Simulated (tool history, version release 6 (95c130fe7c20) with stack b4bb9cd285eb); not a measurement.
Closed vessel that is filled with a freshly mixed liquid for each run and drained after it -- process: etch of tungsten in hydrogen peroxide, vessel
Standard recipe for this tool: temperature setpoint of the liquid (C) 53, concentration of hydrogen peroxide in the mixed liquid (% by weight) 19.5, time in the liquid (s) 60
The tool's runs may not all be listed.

| run | hour | temperature setpoint of the liquid (C) | concentration of hydrogen peroxide in the mixed liquid (% by weight) | time in the liquid (s) | read-back film thickness of the tungsten reference wafer, read on the same gauge (nm) | thickness taken off the tungsten on a monitor wafer (Å) |
|---|---|---|---|---|---|---|
| 1 | 0 | 53 | 19.5 | 60 | 40 | 2080.4 |
|  | 41.7 | thermometer replaced |
| 2 | 74.6 | 53 | 19.5 | 60 | 39.96 | 2068 |
|  | 112.8 | new drum of peroxide connected |
| 3 | 178.2 | 53 | 19.5 | 60 | 39.98 | 2069.9 |
| 4 | 227.2 | 53 | 19.5 | 60 | 40.03 | 2076.7 |
| 5 | 325.7 | 53 | 21 | 60 | 40.02 | 2166.4 |
| 6 | 396.2 | 53 | 21 | 60 | 39.98 | 2163.5 |
| 7 | 489.4 | 53 | 21 | 60 | 40.03 | 2142.6 |
| 8 | 534.6 | 53 | 19.5 | 60 | 40.05 | 2087.7 |
| 9 | 617.7 | 53 | 21.5 | 70 | 40 | 2578.4 |
| 10 | 714.7 | 53 | 19.5 | 60 | 40.03 | 2103.3 |
|  | 761.5 | gauge calibrated |
|  | 787.3 | new drum of peroxide connected |
| 11 | 787.8 | 53 | 19.5 | 60 | 39.99 | 2081.6 |
| 12 | 860 | 53 | 24 | 60 | 40 | 2311.2 |
| 13 | 915.2 | 62.5 | 23.5 | 60 | 40.03 | 3958.4 |
| 14 | 966.9 | 56 | 16 | 95 | 39.98 | 3542.4 |
| 15 | 1050.6 | 47.5 | 19.5 | 60 | 39.97 | 1496.5 |
|  | 1100.1 | peroxide flow meter replaced |
| 16 | 1151.5 | 45 | 18 | 35 | 39.95 | 714.4 |
| 17 | 1233 | 43.5 | 23.5 | 40 | 40.03 | 852.2 |
| 18 | 1287.3 | 56.5 | 21.5 | 90 | 40 | 4092.7 |
| 19 | 1354.4 | 58.5 | 15.5 | 60 | 39.97 | 2577.8 |
|  | 1394.9 | new drum of peroxide connected |
| 20 | 1440.1 | 53 | 19.5 | 60 | 40.01 | 2076.9 |
| 21 | 1500.3 | 57.5 | 23.5 | 30 | 40.01 | 1495.5 |
|  | 1562.2 | thermometer replaced |
| 22 | 1567.7 | 44.5 | 25 | 95 | 40.03 | 2170.8 |
| 23 | 1627.6 | 49.5 | 16 | 70 | 40.04 | 1782.2 |
| 24 | 1676.5 | 57.5 | 22.5 | 45 | 40.01 | 2207.4 |
| 25 | 1769.1 | 53 | 21 | 60 | 40.04 | 2195.9 |
| 26 | 1873.8 | 46.5 | 15 | 80 | 39.96 | 1657.1 |
| 27 | 1968.8 | 60.5 | 19.5 | 40 | 40.05 | 2155.9 |
| 28 | 2019.1 | 49 | 19.5 | 60 | 40.01 | 1634.9 |
| 29 | 2070.5 | 53 | 16 | 30 | 40.06 | 936 |
| 30 | 2143.9 | 59.5 | 17.5 | 30 | 39.97 | 1451.1 |
|  | 2153.8 | new drum of peroxide connected |
|  | 2158.1 | peroxide flow meter replaced |
| 31 | 2216 | 58.5 | 17.5 | 60 | 40.04 | 2726.4 |

The tool's hidden state at each run:
liquid colder than its thermometer reads (K): 0 on each run
peroxide flow below the setpoint (%): 0 on each run
peroxide weaker than its label (%): 0 on each run
gauge reads high (%): 0 on each run
